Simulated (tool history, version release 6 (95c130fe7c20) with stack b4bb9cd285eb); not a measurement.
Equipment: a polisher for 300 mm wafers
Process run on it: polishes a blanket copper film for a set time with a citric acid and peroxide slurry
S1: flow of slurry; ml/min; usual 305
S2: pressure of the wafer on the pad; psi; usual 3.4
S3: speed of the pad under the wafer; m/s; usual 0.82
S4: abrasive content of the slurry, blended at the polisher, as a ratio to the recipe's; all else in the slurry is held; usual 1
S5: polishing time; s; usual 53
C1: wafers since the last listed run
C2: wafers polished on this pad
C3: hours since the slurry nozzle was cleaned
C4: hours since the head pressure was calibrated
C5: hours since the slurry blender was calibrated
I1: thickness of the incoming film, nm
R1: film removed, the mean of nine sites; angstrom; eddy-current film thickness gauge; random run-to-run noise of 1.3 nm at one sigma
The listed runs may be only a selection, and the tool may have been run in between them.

run 1 hour=0.0 | S1=375 S2=3.4 S3=0.82 S4=1 S5=53 | C1=0 C2=1720 C3=30.4 C4=522.7 C5=114.0 | I1=780.7 | R1=928
run 2 hour=28.1 | S1=375 S2=3.4 S3=0.82 S4=1 S5=53 | C1=312 C2=2032 C3=58.5 C4=550.8 C5=142.1 | I1=765.6 | R1=915
run 3 hour=78.3 | S1=305 S2=3.4 S3=0.82 S4=1 S5=53 | C1=557 C2=2589 C3=108.7 C4=601.0 C5=192.3 | I1=770.8 | R1=882
run 4 hour=137.6 | S1=305 S2=3.4 S3=0.82 S4=1 S5=53 | C1=658 C2=3248 C3=168.0 C4=660.3 C5=251.6 | I1=770.4 | R1=917
run 5 hour=179.1 | S1=305 S2=3.4 S3=0.82 S4=1 S5=53 | C1=460 C2=3709 C3=209.5 C4=701.8 C5=293.1 | I1=783.0 | R1=949
-- hour=217.2 worn pad replaced by a new one
run 6 hour=238.3 | S1=305 S2=3.4 S3=0.82 S4=1 S5=53 | C1=613 C2=234 C3=268.7 C4=761.0 C5=352.3 | I1=779.9 | R1=934
-- hour=254.1 slurry blender recalibrated
run 7 hour=299.9 | S1=305 S2=3.4 S3=0.82 S4=1 S5=53 | C1=661 C2=896 C3=330.3 C4=822.6 C5=45.8 | I1=784.8 | R1=965
-- hour=396.3 head pressure recalibrated
run 8 hour=424.2 | S1=305 S2=3.4 S3=0.82 S4=1 S5=53 | C1=1358 C2=2254 C3=454.6 C4=27.9 C5=170.1 | I1=783.4 | R1=994
run 9 hour=459.1 | S1=305 S2=3.4 S3=0.82 S4=1 S5=53 | C1=387 C2=2642 C3=489.5 C4=62.8 C5=205.0 | I1=780.8 | R1=1047
run 10 hour=499.9 | S1=305 S2=3.4 S3=0.82 S4=1 S5=53 | C1=453 C2=3095 C3=530.3 C4=103.6 C5=245.8 | I1=778.1 | R1=1004
run 11 hour=570.2 | S1=305 S2=3.4 S3=0.82 S4=1 S5=53 | C1=780 C2=3876 C3=600.6 C4=173.9 C5=316.1 | I1=786.2 | R1=1013
-- hour=605.2 worn pad replaced by a new one
-- hour=617.9 slurry blender recalibrated
run 12 hour=634.1 | S1=305 S2=3.4 S3=0.82 S4=1 S5=53 | C1=643 C2=298 C3=664.5 C4=237.8 C5=16.2 | I1=781.0 | R1=1019
run 13 hour=683.1 | S1=305 S2=3.4 S3=0.82 S4=1 S5=53 | C1=544 C2=842 C3=713.5 C4=286.8 C5=65.2 | I1=780.8 | R1=1044
-- hour=720.7 head pressure recalibrated, repeated, since the last time left the tool worse
run 14 hour=750.1 | S1=305 S2=3.4 S3=0.82 S4=1 S5=53 | C1=721 C2=1564 C3=780.5 C4=29.4 C5=132.2 | I1=783.4 | R1=898
run 15 hour=805.6 | S1=305 S2=3.4 S3=0.82 S4=1 S5=53 | C1=616 C2=2180 C3=836.0 C4=84.9 C5=187.7 | I1=785.2 | R1=884
run 16 hour=874.3 | S1=345 S2=3.4 S3=0.82 S4=1 S5=38 | C1=762 C2=2943 C3=904.7 C4=153.6 C5=256.4 | I1=773.0 | R1=638
-- hour=900.6 slurry nozzle cleaned
run 17 hour=942.0 | S1=210 S2=4.1 S3=0.82 S4=1 S5=53 | C1=740 C2=3684 C3=41.4 C4=221.3 C5=324.1 | I1=772.6 | R1=1018
-- hour=946.3 worn pad replaced by a new one
-- hour=977.2 slurry blender recalibrated
run 18 hour=988.0 | S1=305 S2=3.7 S3=0.82 S4=1 S5=53 | C1=444 C2=440 C3=87.4 C4=267.3 C5=10.8 | I1=785.2 | R1=960
run 19 hour=1033.3 | S1=305 S2=3.4 S3=0.82 S4=1 S5=53 | C1=503 C2=943 C3=132.7 C4=312.6 C5=56.1 | I1=778.4 | R1=919
run 20 hour=1163.4 | S1=305 S2=4.0 S3=0.68 S4=1 S5=53 | C1=1444 C2=2388 C3=262.8 C4=442.7 C5=186.2 | I1=774.0 | R1=843
run 21 hour=1207.4 | S1=305 S2=3.4 S3=0.82 S4=1 S5=53 | C1=488 C2=2877 C3=306.8 C4=486.7 C5=230.2 | I1=782.7 | R1=901

Forecast run 22:
-- hour=1295.7 worn pad replaced by a new one
run 22 hour=1303.9 | S1=305 S2=3.4 S3=0.82 S4=1 S5=53 | C1=1027 C2=90 C3=403.3 C4=583.2 C5=326.7 | I1=769.0 | R1=?

R1: 920 angstrom
Without the tool's hidden state the same run would have given R1 900 angstrom.

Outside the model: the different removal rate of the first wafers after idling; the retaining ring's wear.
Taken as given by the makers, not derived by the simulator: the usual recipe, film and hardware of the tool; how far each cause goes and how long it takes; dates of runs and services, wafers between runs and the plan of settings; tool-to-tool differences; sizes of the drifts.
